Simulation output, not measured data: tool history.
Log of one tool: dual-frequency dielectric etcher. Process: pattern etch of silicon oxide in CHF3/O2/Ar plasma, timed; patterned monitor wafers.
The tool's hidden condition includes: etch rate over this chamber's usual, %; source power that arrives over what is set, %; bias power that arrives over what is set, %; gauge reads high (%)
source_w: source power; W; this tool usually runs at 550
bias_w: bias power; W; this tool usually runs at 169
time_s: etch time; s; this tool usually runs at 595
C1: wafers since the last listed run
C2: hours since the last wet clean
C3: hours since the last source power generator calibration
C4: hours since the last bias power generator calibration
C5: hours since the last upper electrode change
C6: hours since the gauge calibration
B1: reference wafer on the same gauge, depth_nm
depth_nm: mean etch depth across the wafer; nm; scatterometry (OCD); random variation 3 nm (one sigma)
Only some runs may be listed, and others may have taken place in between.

run 1 day=0 | source_w=490 bias_w=169 time_s=595 | C1=0 C2=310 C3=3187.5 C4=4457.8 C5=4907.4 C6=199.4 | B1=1049.4 | depth_nm=1012.4
-- day=0.267 bias power generator calibrated
-- day=1.233 upper electrode replaced
run 2 day=1.254 | source_w=490 bias_w=169 time_s=595 | C1=9 C2=340.1 C3=3217.6 C4=23.7 C5=0.5 C6=229.5 | B1=1050.4 | depth_nm=1012.2
run 3 day=1.275 | source_w=640 bias_w=169 time_s=595 | C1=1 C2=340.6 C3=3218.1 C4=24.2 C5=1 C6=230 | B1=1049.9 | depth_nm=1111.8
run 4 day=1.296 | source_w=640 bias_w=169 time_s=595 | C1=1 C2=341.1 C3=3218.6 C4=24.7 C5=1.5 C6=230.5 | B1=1050.8 | depth_nm=1103.4
run 5 day=1.654 | source_w=640 bias_w=169 time_s=595 | C1=28 C2=349.7 C3=3227.2 C4=33.3 C5=10.1 C6=239.1 | B1=1049.9 | depth_nm=1108.5
-- day=2.129 source power generator calibrated
run 6 day=2.15 | source_w=550 bias_w=169 time_s=595 | C1=26 C2=361.6 C3=0.5 C4=45.2 C5=22 C6=251 | B1=1049.8 | depth_nm=1050.9
run 7 day=2.65 | source_w=660 bias_w=205 time_s=451.5 | C1=39 C2=373.6 C3=12.5 C4=57.2 C5=34 C6=263 | B1=1049.6 | depth_nm=897.4
run 8 day=3.179 | source_w=550 bias_w=169 time_s=595 | C1=41 C2=386.3 C3=25.2 C4=69.9 C5=46.7 C6=275.7 | B1=1050.6 | depth_nm=1055.7
run 9 day=3.767 | source_w=550 bias_w=169 time_s=595 | C1=46 C2=400.4 C3=39.3 C4=84 C5=60.8 C6=289.8 | B1=1050.9 | depth_nm=1058
run 10 day=4.225 | source_w=480 bias_w=210 time_s=648.5 | C1=36 C2=411.4 C3=50.3 C4=95 C5=71.8 C6=300.8 | B1=1049.3 | depth_nm=1171.2
run 11 day=4.775 | source_w=550 bias_w=169 time_s=595 | C1=43 C2=424.6 C3=63.5 C4=108.2 C5=85 C6=314 | B1=1049.4 | depth_nm=1053
-- day=4.796 gauge calibrated
run 12 day=5.117 | source_w=550 bias_w=169 time_s=595 | C1=27 C2=432.8 C3=71.7 C4=116.4 C5=93.2 C6=7.7 | B1=1048.7 | depth_nm=1049.8
run 13 day=5.75 | source_w=550 bias_w=169 time_s=595 | C1=50 C2=448 C3=86.9 C4=131.6 C5=108.4 C6=22.9 | B1=1049.1 | depth_nm=1054.5
run 14 day=6.038 | source_w=500 bias_w=169 time_s=595 | C1=22 C2=454.9 C3=93.8 C4=138.5 C5=115.3 C6=29.8 | B1=1050.4 | depth_nm=1024.5
run 15 day=6.417 | source_w=550 bias_w=169 time_s=663 | C1=29 C2=464 C3=102.9 C4=147.6 C5=124.4 C6=38.9 | B1=1050.6 | depth_nm=1183.4
run 16 day=6.683 | source_w=550 bias_w=169 time_s=595 | C1=21 C2=470.4 C3=109.3 C4=154 C5=130.8 C6=45.3 | B1=1049 | depth_nm=1055.8
run 17 day=7.404 | source_w=620 bias_w=169 time_s=652 | C1=57 C2=487.7 C3=126.6 C4=171.3 C5=148.1 C6=62.6 | B1=1050.4 | depth_nm=1202.4
run 18 day=8 | source_w=550 bias_w=169 time_s=686.5 | C1=47 C2=502 C3=140.9 C4=185.6 C5=162.4 C6=76.9 | B1=1048.5 | depth_nm=1219.3
-- day=9.183 wet clean of the chamber
run 19 day=9.704 | source_w=550 bias_w=169 time_s=595 | C1=55 C2=12.5 C3=181.8 C4=226.5 C5=203.3 C6=117.8 | B1=1050.4 | depth_nm=1032.6
run 20 day=10.079 | source_w=550 bias_w=169 time_s=417 | C1=29 C2=21.5 C3=190.8 C4=235.5 C5=212.3 C6=126.8 | B1=1050.7 | depth_nm=724.6
run 21 day=10.762 | source_w=550 bias_w=199 time_s=697 | C1=54 C2=37.9 C3=207.2 C4=251.9 C5=228.7 C6=143.2 | B1=1050 | depth_nm=1280.7
run 22 day=11.45 | source_w=550 bias_w=169 time_s=758 | C1=54 C2=54.4 C3=223.7 C4=268.4 C5=245.2 C6=159.7 | B1=1049.6 | depth_nm=1329.1
run 23 day=12.196 | source_w=550 bias_w=158 time_s=595 | C1=58 C2=72.3 C3=241.6 C4=286.3 C5=263.1 C6=177.6 | B1=1050.8 | depth_nm=1019.3
run 24 day=12.938 | source_w=550 bias_w=169 time_s=595 | C1=58 C2=90.1 C3=259.4 C4=304.1 C5=280.9 C6=195.4 | B1=1050.5 | depth_nm=1045.1
run 25 day=13.262 | source_w=550 bias_w=151 time_s=521 | C1=25 C2=97.9 C3=267.2 C4=311.9 C5=288.7 C6=203.2 | B1=1051.1 | depth_nm=881.9
run 26 day=13.879 | source_w=550 bias_w=169 time_s=437.5 | C1=48 C2=112.7 C3=282 C4=326.7 C5=303.5 C6=218 | B1=1051 | depth_nm=765.2

The next listed run, before its measurement:
run 27 day=14.196 | source_w=550 bias_w=169 time_s=702.5 | C1=25 C2=120.3 C3=289.6 C4=334.3 C5=311.1 C6=225.6 | B1=? | depth_nm=?

Run 27 produced B1 1049, depth_nm 1231.6 nm.
If the tool had no hidden condition, the same run with the same run-to-run variation would have returned depth_nm 1230.7 nm.
